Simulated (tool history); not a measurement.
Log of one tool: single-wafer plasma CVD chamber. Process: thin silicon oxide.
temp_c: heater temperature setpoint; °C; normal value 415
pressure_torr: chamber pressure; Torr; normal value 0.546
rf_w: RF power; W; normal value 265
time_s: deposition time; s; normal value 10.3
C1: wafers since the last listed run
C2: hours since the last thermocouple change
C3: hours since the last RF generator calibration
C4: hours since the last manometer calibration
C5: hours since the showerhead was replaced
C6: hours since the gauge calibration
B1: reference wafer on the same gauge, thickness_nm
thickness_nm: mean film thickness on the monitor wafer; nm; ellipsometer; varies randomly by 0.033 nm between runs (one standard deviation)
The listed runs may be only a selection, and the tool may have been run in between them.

Run 1, hour 0.0: usual settings; C1 0; C2 2327.9; C3 1113.9; C4 1397.2; C5 6160.9; C6 203.3; B1 9.597. Result: thickness_nm 10.667 nm.
Run 2, hour 34.5: usual settings but time_s 10.9 s; C1 721; C2 2362.4; C3 1148.4; C4 1431.7; C5 6195.4; C6 237.8; B1 9.593. Result: thickness_nm 11.293 nm.
Run 3, hour 49.4: usual settings but temp_c 424 °C; C1 311; C2 2377.3; C3 1163.3; C4 1446.6; C5 6210.3; C6 252.7; B1 9.606. Result: thickness_nm 10.615 nm.
Run 4, hour 72.4: usual settings but temp_c 424 °C; C1 480; C2 2400.3; C3 1186.3; C4 1469.6; C5 6233.3; C6 275.7; B1 9.590. Result: thickness_nm 10.610 nm.
Run 5, hour 101.7: usual settings but temp_c 424 °C; C1 612; C2 2429.6; C3 1215.6; C4 1498.9; C5 6262.6; C6 305.0; B1 9.608. Result: thickness_nm 10.563 nm.
Run 6, hour 130.3: usual settings; C1 597; C2 2458.2; C3 1244.2; C4 1527.5; C5 6291.2; C6 333.6; B1 9.603. Result: thickness_nm 10.565 nm.
Run 7, hour 157.9: usual settings; C1 576; C2 2485.8; C3 1271.8; C4 1555.1; C5 6318.8; C6 361.2; B1 9.611. Result: thickness_nm 10.627 nm.
Run 8, hour 170.6: usual settings; C1 265; C2 2498.5; C3 1284.5; C4 1567.8; C5 6331.5; C6 373.9; B1 9.602. Result: thickness_nm 10.532 nm.
Run 9, hour 193.9: usual settings; C1 486; C2 2521.8; C3 1307.8; C4 1591.1; C5 6354.8; C6 397.2; B1 9.606. Result: thickness_nm 10.552 nm.
Run 10, hour 223.2: usual settings; C1 612; C2 2551.1; C3 1337.1; C4 1620.4; C5 6384.1; C6 426.5; B1 9.607. Result: thickness_nm 10.572 nm.
Run 11, hour 248.5: usual settings; C1 528; C2 2576.4; C3 1362.4; C4 1645.7; C5 6409.4; C6 451.8; B1 9.605. Result: thickness_nm 10.532 nm.
At hour 269.1: thermocouple changed; heater temperature recalibrated.
Run 12, hour 270.6: usual settings; C1 294; C2 1.5; C3 1384.5; C4 1667.8; C5 6431.5; C6 473.9; B1 9.604. Result: thickness_nm 10.549 nm.
Run 13, hour 283.7: usual settings; C1 273; C2 14.6; C3 1397.6; C4 1680.9; C5 6444.6; C6 487.0; B1 9.600. Result: thickness_nm 10.575 nm.
Run 14, hour 301.9: usual settings; C1 380; C2 32.8; C3 1415.8; C4 1699.1; C5 6462.8; C6 505.2; B1 9.607. Result: thickness_nm 10.550 nm.
At hour 314.3: capacitance manometer re-zeroed and calibrated.
At hour 338.3: RF generator calibrated.
Run 15, hour 352.0: usual settings; C1 712; C2 82.9; C3 13.7; C4 37.7; C5 6512.9; C6 555.3; B1 9.602. Result: thickness_nm 11.417 nm.
At hour 384.6: showerhead replaced.
Run 16, hour 385.1: usual settings but pressure_torr 0.599 Torr; C1 524; C2 116.0; C3 46.8; C4 70.8; C5 0.5; C6 588.4; B1 9.600. Result: thickness_nm 12.514 nm.
Run 17, hour 404.3: usual settings but rf_w 230 W; C1 401; C2 135.2; C3 66.0; C4 90.0; C5 19.7; C6 607.6; B1 9.597. Result: thickness_nm 10.746 nm.
Run 18, hour 419.3: usual settings but pressure_torr 0.475 Torr, rf_w 305 W; C1 313; C2 150.2; C3 81.0; C4 105.0; C5 34.7; C6 622.6; B1 9.587. Result: thickness_nm 10.396 nm.
Run 19, hour 446.7: usual settings; C1 572; C2 177.6; C3 108.4; C4 132.4; C5 62.1; C6 650.0; B1 9.583. Result: thickness_nm 11.299 nm.
Run 20, hour 466.5: usual settings but rf_w 240 W; C1 413; C2 197.4; C3 128.2; C4 152.2; C5 81.9; C6 669.8; B1 9.600. Result: thickness_nm 10.779 nm.
At hour 490.7: gauge calibrated.
Run 21, hour 498.1: usual settings; C1 660; C2 229.0; C3 159.8; C4 183.8; C5 113.5; C6 7.4; B1 9.610. Result: thickness_nm 11.221 nm.
Run 22, hour 517.6: usual settings but rf_w 290 W, time_s 11.4 s; C1 407; C2 248.5; C3 179.3; C4 203.3; C5 133.0; C6 26.9; B1 9.602. Result: thickness_nm 12.860 nm.
Run 23, hour 535.8: usual settings but time_s 11.7 s; C1 380; C2 266.7; C3 197.5; C4 221.5; C5 151.2; C6 45.1; B1 9.602. Result: thickness_nm 12.689 nm.
Run 24, hour 557.5: usual settings; C1 453; C2 288.4; C3 219.2; C4 243.2; C5 172.9; C6 66.8; B1 9.586. Result: thickness_nm 11.199 nm.
Run 25, hour 575.4: usual settings; C1 374; C2 306.3; C3 237.1; C4 261.1; C5 190.8; C6 84.7; B1 9.603. Result: thickness_nm 11.181 nm.
Run 26, hour 595.8: usual settings but pressure_torr 0.635 Torr, time_s 8.9 s; C1 426; C2 326.7; C3 257.5; C4 281.5; C5 211.2; C6 105.1; B1 9.602. Result: thickness_nm 11.233 nm.
Run 27, hour 611.9: usual settings but time_s 8.7 s; C1 336; C2 342.8; C3 273.6; C4 297.6; C5 227.3; C6 121.2; B1 9.600. Result: thickness_nm 9.410 nm.
Run 28, hour 636.1: usual settings but temp_c 408 °C, pressure_torr 0.587 Torr, rf_w 225 W, time_s 11.5 s; C1 505; C2 367.0; C3 297.8; C4 321.8; C5 251.5; C6 145.4; B1 9.598. Result: thickness_nm 12.533 nm.
Run 29, hour 662.3: usual settings but rf_w 290 W, time_s 11.4 s; C1 547; C2 393.2; C3 324.0; C4 348.0; C5 277.7; C6 171.6; B1 9.601. Result: thickness_nm 12.697 nm.

Measured minus without-hidden-state, run by run (identical run-to-run variation in each term; gauge scatter may differ):
Hidden conditions of the tool in this case: wafer temperature above the value expected at the setpoint (K); delivered RF power above the setpoint (%); true pressure above the setpoint (%); gauge reads high (%).
run  thickness_nm
  1        -0.836
  2        -0.899
  3        -0.851
  4        -0.860
  5        -0.867
  6        -0.878
  7        -0.894
  8        -0.891
  9        -0.902
 10        -0.914
 11        -0.920
 12        -0.930
 13        -0.937
 14        -0.941
 15        -0.110
 16        -0.159
 17        -0.163
 18        -0.163
 19        -0.210
 20        -0.226
 21        -0.260
 22        -0.313
 23        -0.335
 24        -0.315
 25        -0.331
 26        -0.343
 27        -0.306
 28        -0.435
 29        -0.453
